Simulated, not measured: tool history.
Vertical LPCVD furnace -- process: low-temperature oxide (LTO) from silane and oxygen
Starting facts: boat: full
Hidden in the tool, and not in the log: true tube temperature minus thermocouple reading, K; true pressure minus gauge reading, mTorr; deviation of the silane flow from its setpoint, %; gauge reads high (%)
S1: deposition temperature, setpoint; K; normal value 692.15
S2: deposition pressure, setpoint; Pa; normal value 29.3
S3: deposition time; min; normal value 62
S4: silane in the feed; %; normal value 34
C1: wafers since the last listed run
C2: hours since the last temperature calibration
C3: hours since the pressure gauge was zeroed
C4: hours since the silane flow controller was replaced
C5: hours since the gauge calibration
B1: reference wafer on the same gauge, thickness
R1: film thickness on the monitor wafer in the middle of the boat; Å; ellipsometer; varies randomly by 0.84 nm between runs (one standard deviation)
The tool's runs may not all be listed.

run,hour,S1,S2,S3,S4,C1,C2,C3,C4,C5,B1,R1
1,0,692.15,29.3,62,34,0,4678.1,2943.2,5567,139.3,607.82,5548.8
2,10.2,692.15,29.3,62,34,146,4688.3,2953.4,5577.2,149.5,607.68,5536.4
3,22.9,692.15,29.3,62,34,181,4701,2966.1,5589.9,162.2,607.1,5541.5
4,37.8,692.15,29.3,62,34,213,4715.9,2981,5604.8,177.1,606.93,5549.3
5,49,692.15,29.3,62,34,160,4727.1,2992.2,5616,188.3,606.52,5530.5
# hour 60.7: gauge calibrated
6,63,692.15,29.3,62,34,200,4741.1,3006.2,5630,2.3,610.93,5569.4
7,79.7,692.15,29.3,62,34,239,4757.8,3022.9,5646.7,19,610.21,5580.8
8,94.2,692.15,29.3,62,34,207,4772.3,3037.4,5661.2,33.5,610.09,5578.2
9,108.9,692.15,29.3,62,34,210,4787,3052.1,5675.9,48.2,609.74,5567.7
10,121,692.15,29.3,62,34,173,4799.1,3064.2,5688,60.3,609.61,5564.4
11,129.3,692.15,29.3,62,34,118,4807.4,3072.5,5696.3,68.6,609.25,5564.3
12,138.3,692.15,29.3,62,30,128,4816.4,3081.5,5705.3,77.6,609.05,4690.4
# hour 177.3: silane flow controller replaced
13,177.8,692.15,29.3,62,30,221,4855.9,3121,0.5,117.1,608.22,4676.6
14,182.1,692.15,29.3,42,34,61,4860.2,3125.3,4.8,121.4,608.03,3762.5
15,186.5,698.15,26,80.5,32,62,4864.6,3129.7,9.2,125.8,608.09,6276.1
16,190.8,692.15,29.3,80,34,61,4868.9,3134,13.5,130.1,607.64,7166.7
17,195.1,681.15,35.3,45,30,61,4873.2,3138.3,17.8,134.4,607.4,3612.6
18,203.4,692.15,27.3,62,36,118,4881.5,3146.6,26.1,142.7,607.23,5559.7
19,211.8,692.15,32,62,38,120,4889.9,3155,34.5,151.1,606.92,6960.2
# hour 218.5: gauge calibrated
20,220,692.15,29.3,39,34,117,4898.1,3163.2,42.7,1.5,611.02,3504.6

For run 21, what comes out?
# hour 244.6: thermocouples replaced and temperature profile calibrated
# hour 247.2: pressure gauge zeroed
21,247.7,686.15,25.3,46,37,16,3.1,0.5,70.4,29.2,?,?

{"run 21": {"B1": 610.36, "R1": 3722.3}}
On a tool with no hidden condition, and with the same random variation, this run would have come out at R1 3726.3 Å.
